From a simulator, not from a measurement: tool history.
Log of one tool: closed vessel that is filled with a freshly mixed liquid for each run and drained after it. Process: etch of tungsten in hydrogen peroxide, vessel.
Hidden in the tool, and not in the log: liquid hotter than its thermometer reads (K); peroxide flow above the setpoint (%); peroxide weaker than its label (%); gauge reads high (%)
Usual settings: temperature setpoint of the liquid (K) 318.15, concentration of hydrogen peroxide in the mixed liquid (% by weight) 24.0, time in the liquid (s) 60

run,day,temperature setpoint of the liquid (K),concentration of hydrogen peroxide in the mixed liquid (% by weight),time in the liquid (s),wafers since the last listed run,hours since the thermometer was replaced,hours since the peroxide flow meter was replaced,hours since the drum of peroxide was connected,hours since the gauge calibration,"read-back film thickness of the tungsten reference wafer, read on the same gauge (nm)",thickness taken off the tungsten on a monitor wafer (nm)
1,0.000,315.15,24.0,60,0,630.6,1329.5,347.7,72.7,120.02,76.79
2,2.892,318.15,24.0,60,7094,700.0,1398.9,417.1,142.1,120.00,92.72
3,5.642,318.15,24.0,60,6747,766.0,1464.9,483.1,208.1,119.98,93.57
4,8.629,318.15,24.0,60,7329,837.7,1536.6,554.8,279.8,119.98,93.38
5,10.662,318.15,24.0,60,4988,886.5,1585.4,603.6,328.6,120.01,93.37
6,12.325,318.15,24.0,60,4078,926.4,1625.3,643.5,368.5,120.02,93.09
7,14.858,318.15,24.0,60,6215,987.2,1686.1,704.3,429.3,120.02,93.56
8,15.967,318.15,24.0,60,2719,1013.8,1712.7,730.9,455.9,120.03,93.52
9,17.108,318.15,24.0,60,2801,1041.2,1740.1,758.3,483.3,119.98,93.80
# day 17.754: gauge calibrated
10,18.383,318.15,24.0,60,3128,1071.8,1770.7,788.9,15.1,120.00,93.80
11,20.604,318.15,24.0,75,5448,1125.1,1824.0,842.2,68.4,120.00,117.47
# day 21.875: new drum of peroxide connected
# day 26.271: peroxide flow meter replaced
# day 29.162: thermometer replaced
12,29.312,322.65,24.0,60,21059,3.6,73.0,178.5,277.4,120.02,120.05
13,30.550,318.15,30.0,60,3036,33.3,102.7,208.2,307.1,119.99,101.06
14,31.558,318.15,24.0,60,2473,57.5,126.9,232.4,331.3,119.97,90.52
15,33.638,327.65,29.5,60,5101,107.4,176.8,282.3,381.2,120.00,180.02
16,35.221,309.15,24.0,60,3884,145.4,214.8,320.3,419.2,120.01,50.84
17,37.467,309.65,30.0,70,5510,199.3,268.7,374.2,473.1,119.99,68.99
18,38.479,318.15,20.5,60,2484,223.6,293.0,398.5,497.4,120.02,84.58
19,39.646,318.15,24.0,60,2862,251.6,321.0,426.5,525.4,120.03,91.74
20,40.708,318.15,24.0,60,2606,277.1,346.5,452.0,550.9,120.00,91.59
# day 42.496: gauge calibrated
21,43.633,312.15,20.0,75,7176,347.3,416.7,522.2,27.3,120.01,70.99

Forecast each of these 5 alternatives for the next run:
A,43.662,318.15,24.0,60,71,348.0,417.4,522.9,28.0,?,?
B,43.662,318.15,27.0,60,71,348.0,417.4,522.9,28.0,?,?
C,43.662,308.65,28.0,60,71,348.0,417.4,522.9,28.0,?,?
D,43.662,321.65,24.0,60,71,348.0,417.4,522.9,28.0,?,?
E,43.662,327.15,24.0,60,71,348.0,417.4,522.9,28.0,?,?

run,"read-back film thickness of the tungsten reference wafer, read on the same gauge (nm)",thickness taken off the tungsten on a monitor wafer (nm)
A,120.00,91.56
B,120.00,97.11
C,120.00,53.37
D,120.00,113.86
E,120.00,158.89
Without the tool's hidden state the same runs would have given:
run,thickness taken off the tungsten on a monitor wafer (nm)
A,90.52
B,96.02
C,52.73
D,112.61
E,157.20

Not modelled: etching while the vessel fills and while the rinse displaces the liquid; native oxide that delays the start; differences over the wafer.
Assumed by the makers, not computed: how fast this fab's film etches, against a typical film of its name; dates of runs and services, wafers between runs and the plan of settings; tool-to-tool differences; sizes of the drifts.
